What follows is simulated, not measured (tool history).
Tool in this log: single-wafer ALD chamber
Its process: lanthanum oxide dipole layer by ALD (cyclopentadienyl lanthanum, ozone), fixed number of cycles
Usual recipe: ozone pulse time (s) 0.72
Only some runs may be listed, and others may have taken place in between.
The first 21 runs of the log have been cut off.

run,hour,ozone pulse time (s),wafers since the last listed run,hours since the last thermocouple change,hours since the last ozone generator service,hours since the showerhead was replaced,hours since the gauge calibration,"read-back reference wafer on the same gauge, thickness_nm",mean film thickness on the monitor wafer (angstrom)
22,1673.2,0.45,1746,1858,168.6,5409.1,2361.1,0.367,2.66
23,1820.4,0.63,2859,2005.2,315.8,5556.3,2508.3,0.367,3.8
# hour 1835.3: thermocouple changed; heater temperature recalibrated
24,1862,0.45,652,26.7,357.4,5597.9,2549.9,0.367,2.64
25,1903.1,0.5,798,67.8,398.5,5639,2591,0.367,3.03
# hour 1964.6: showerhead replaced
26,1981.8,0.99,1373,146.5,477.2,17.2,2669.7,0.367,4.92
27,2026.3,0.88,864,191,521.7,61.7,2714.2,0.367,4.68
# hour 2042.6: gauge calibrated
28,2343.5,0.8,6162,508.2,838.9,378.9,300.9,0.367,4.43
29,2432.6,0.64,1730,597.3,928,468,390,0.367,3.83
30,2512.9,0.94,1559,677.6,1008.3,548.3,470.3,0.367,4.8
31,2618,0.58,2041,782.7,1113.4,653.4,575.4,0.367,3.5
32,2725.6,0.65,2090,890.3,1221,761,683,0.367,3.86

Consider 4 possible next runs. They are alternatives, not a sequence: every one starts from the tool as it was left by run 32. What does each give?
A,2726,0.53,7,890.7,1221.4,761.4,683.4,?,?
B,2726,0.86,7,890.7,1221.4,761.4,683.4,?,?
C,2726,0.81,7,890.7,1221.4,761.4,683.4,?,?
D,2726,0.59,7,890.7,1221.4,761.4,683.4,?,?

run,"read-back reference wafer on the same gauge, thickness_nm",mean film thickness on the monitor wafer (angstrom)
A,0.367,3.21
B,0.367,4.63
C,0.367,4.48
D,0.367,3.57
Stripped of hidden state, with their random variation kept, the same runs would have yielded:
run,mean film thickness on the monitor wafer (angstrom)
A,3.3
B,4.7
C,4.57
D,3.66
